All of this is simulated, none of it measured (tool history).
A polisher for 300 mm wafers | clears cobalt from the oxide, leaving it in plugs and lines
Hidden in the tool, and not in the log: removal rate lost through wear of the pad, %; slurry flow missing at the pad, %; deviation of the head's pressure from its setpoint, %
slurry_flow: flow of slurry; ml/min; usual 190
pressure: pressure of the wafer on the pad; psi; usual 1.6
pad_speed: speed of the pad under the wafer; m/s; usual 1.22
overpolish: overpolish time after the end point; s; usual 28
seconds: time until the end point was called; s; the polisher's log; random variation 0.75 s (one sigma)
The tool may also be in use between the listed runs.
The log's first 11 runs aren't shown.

run,hour,slurry_flow,pressure,pad_speed,overpolish,wafers since the last listed run,wafers polished on this pad,hours since the slurry nozzle was cleaned,hours since the head pressure was calibrated,"incoming thickness of the incoming film, nm",seconds
12,515.3,190,1.6,1.22,28,234,297,306.0,676.1,374.7,71.0
13,584.9,190,1.6,1.22,28,542,840,375.6,745.7,382.5,75.6
# hour 593.1: slurry nozzle cleaned
14,627.9,190,1.6,1.22,28,327,1167,34.8,788.7,380.8,75.5
15,679.3,190,1.6,1.22,28,400,1568,86.2,840.1,378.1,78.0
16,761.4,240,1.6,1.36,28,640,2208,168.3,922.2,375.0,69.9
# hour 780.0: worn pad replaced by a new one
17,826.8,240,1.6,1.36,28,478,365,233.7,987.6,378.6,69.4
# hour 829.4: head pressure recalibrated
18,882.7,190,1.6,1.22,28,420,785,289.6,53.3,384.0,67.7
19,932.2,190,1.6,1.22,28,385,1171,339.1,102.8,379.2,68.1
20,974.1,190,1.2,1.54,28,326,1498,381.0,144.7,383.2,72.7
21,1015.7,190,1.4,1.54,28,324,1822,422.6,186.3,383.9,64.5
22,1051.3,150,1.6,1.22,18,277,2100,458.2,221.9,378.9,71.4
# hour 1054.7: slurry nozzle cleaned
23,1122.7,255,2.1,1.62,43,548,2648,68.0,293.3,380.9,40.6
# hour 1149.7: worn pad replaced by a new one
24,1150.9,250,2.2,1.22,28,188,9,96.2,321.5,376.4,44.3

Forecast run 25:
25,1188.7,190,1.6,1.22,41,294,304,134.0,359.3,377.2,?

{"run 25": {"seconds": 63.7}}
Without the tool's hidden state the same run would have given seconds 61.2 s.
